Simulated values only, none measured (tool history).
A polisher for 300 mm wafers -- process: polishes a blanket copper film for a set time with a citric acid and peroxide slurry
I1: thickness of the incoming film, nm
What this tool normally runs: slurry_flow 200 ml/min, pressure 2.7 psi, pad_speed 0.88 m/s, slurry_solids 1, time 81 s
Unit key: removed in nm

run 1 day=0 | slurry_flow=170 pressure=2.4 pad_speed=0.88 slurry_solids=1 time=81 | I1=1050.5 | removed=168
run 2 day=0.512 | slurry_flow=170 pressure=2.4 pad_speed=0.88 slurry_solids=1 time=81 | I1=1066.4 | removed=172
run 3 day=1.154 | slurry_flow=170 pressure=2.4 pad_speed=0.88 slurry_solids=1 time=81 | I1=1064.3 | removed=168.8
run 4 day=1.892 | slurry_flow=200 pressure=2.7 pad_speed=0.88 slurry_solids=1 time=81 | I1=1079.4 | removed=188.7
-- day=2.088 worn pad replaced by a new one
run 5 day=2.333 | slurry_flow=200 pressure=2.7 pad_speed=0.88 slurry_solids=1 time=81 | I1=1050.3 | removed=188.7
run 6 day=2.621 | slurry_flow=200 pressure=2.7 pad_speed=0.88 slurry_solids=1 time=81 | I1=1066.6 | removed=187.4
run 7 day=2.879 | slurry_flow=200 pressure=2.7 pad_speed=0.88 slurry_solids=1 time=81 | I1=1053.5 | removed=188.3
-- day=3.004 slurry blender recalibrated
run 8 day=3.546 | slurry_flow=200 pressure=2.7 pad_speed=0.88 slurry_solids=1 time=81 | I1=1066.5 | removed=188.1
run 9 day=3.954 | slurry_flow=200 pressure=2.7 pad_speed=0.88 slurry_solids=1 time=81 | I1=1070.7 | removed=190.2
run 10 day=4.517 | slurry_flow=200 pressure=2.7 pad_speed=0.88 slurry_solids=1 time=81 | I1=1069.7 | removed=189
-- day=4.954 slurry nozzle cleaned
run 11 day=5.188 | slurry_flow=200 pressure=2.7 pad_speed=0.88 slurry_solids=1 time=81 | I1=1059.4 | removed=188.2
run 12 day=5.671 | slurry_flow=200 pressure=2.7 pad_speed=0.88 slurry_solids=1.15 time=81 | I1=1066.7 | removed=192.5
-- day=6.104 worn pad replaced by a new one
run 13 day=6.267 | slurry_flow=200 pressure=2.7 pad_speed=0.88 slurry_solids=1.15 time=81 | I1=1069.5 | removed=195
run 14 day=6.917 | slurry_flow=200 pressure=2.7 pad_speed=0.88 slurry_solids=1 time=81 | I1=1068.8 | removed=190.5
run 15 day=7.312 | slurry_flow=200 pressure=2.7 pad_speed=0.88 slurry_solids=1.15 time=81 | I1=1074.9 | removed=192.1
run 16 day=7.683 | slurry_flow=150 pressure=3 pad_speed=0.68 slurry_solids=0.85 time=81 | I1=1066.1 | removed=150.3
run 17 day=9.258 | slurry_flow=200 pressure=2.7 pad_speed=0.88 slurry_solids=1 time=108 | I1=1089.2 | removed=252.5
run 18 day=9.658 | slurry_flow=200 pressure=2.7 pad_speed=0.88 slurry_solids=1.3 time=94 | I1=1071.5 | removed=232.7
-- day=10.029 worn pad replaced by a new one
-- day=10.25 head pressure recalibrated
run 19 day=10.404 | slurry_flow=200 pressure=2.7 pad_speed=0.88 slurry_solids=1 time=81 | I1=1069.4 | removed=171
run 20 day=11.025 | slurry_flow=200 pressure=2.7 pad_speed=0.88 slurry_solids=1.2 time=65 | I1=1078.2 | removed=142.8
run 21 day=11.667 | slurry_flow=200 pressure=2.7 pad_speed=0.88 slurry_solids=1.25 time=81 | I1=1054.7 | removed=179.1
run 22 day=12.308 | slurry_flow=200 pressure=2.7 pad_speed=1 slurry_solids=1.2 time=81 | I1=1067.6 | removed=204.9
-- day=12.775 slurry blender recalibrated
run 23 day=14.254 | slurry_flow=200 pressure=2.7 pad_speed=0.88 slurry_solids=1 time=81 | I1=1066.1 | removed=173.9
-- day=14.667 worn pad replaced by a new one
run 24 day=14.688 | slurry_flow=200 pressure=2.7 pad_speed=0.88 slurry_solids=1 time=81 | I1=1047.2 | removed=175.7
run 25 day=14.958 | slurry_flow=200 pressure=2.7 pad_speed=0.88 slurry_solids=1 time=81 | I1=1052 | removed=174.5
run 26 day=15.388 | slurry_flow=200 pressure=2.7 pad_speed=0.88 slurry_solids=1 time=81 | I1=1084.1 | removed=176.2
run 27 day=16 | slurry_flow=200 pressure=2.7 pad_speed=0.78 slurry_solids=1 time=81 | I1=1067 | removed=155.9
run 28 day=16.296 | slurry_flow=200 pressure=2.7 pad_speed=0.88 slurry_solids=1 time=56 | I1=1068.4 | removed=121

Run-by-run hidden state of the tool:
removal rate lost through wear of the pad, %: 0 on each run
slurry flow missing at the pad, %: 0 on each run
abrasive missing from the slurry, %: 0 on each run
H1: deviation of the head's pressure from its setpoint, %
run=1 H1=13.2
run=2 H1=13.3
run=3 H1=13.3
run=4 H1=13.4
run=5 H1=13.4
run=6 H1=13.4
run=7 H1=13.5
run=8 H1=13.5
run=9 H1=13.5
run=10 H1=13.6
run=11 H1=13.6
run=12 H1=13.7
run=13 H1=13.7
run=14 H1=13.7
run=15 H1=13.7
run=16 H1=13.8
run=17 H1=13.9
run=18 H1=13.9
run=19 H1=-0.0917
run=20 H1=0.403
run=21 H1=0.894
run=22 H1=1.37
run=23 H1=2.68
run=24 H1=2.95
run=25 H1=3.12
run=26 H1=3.37
run=27 H1=3.72
run=28 H1=3.89
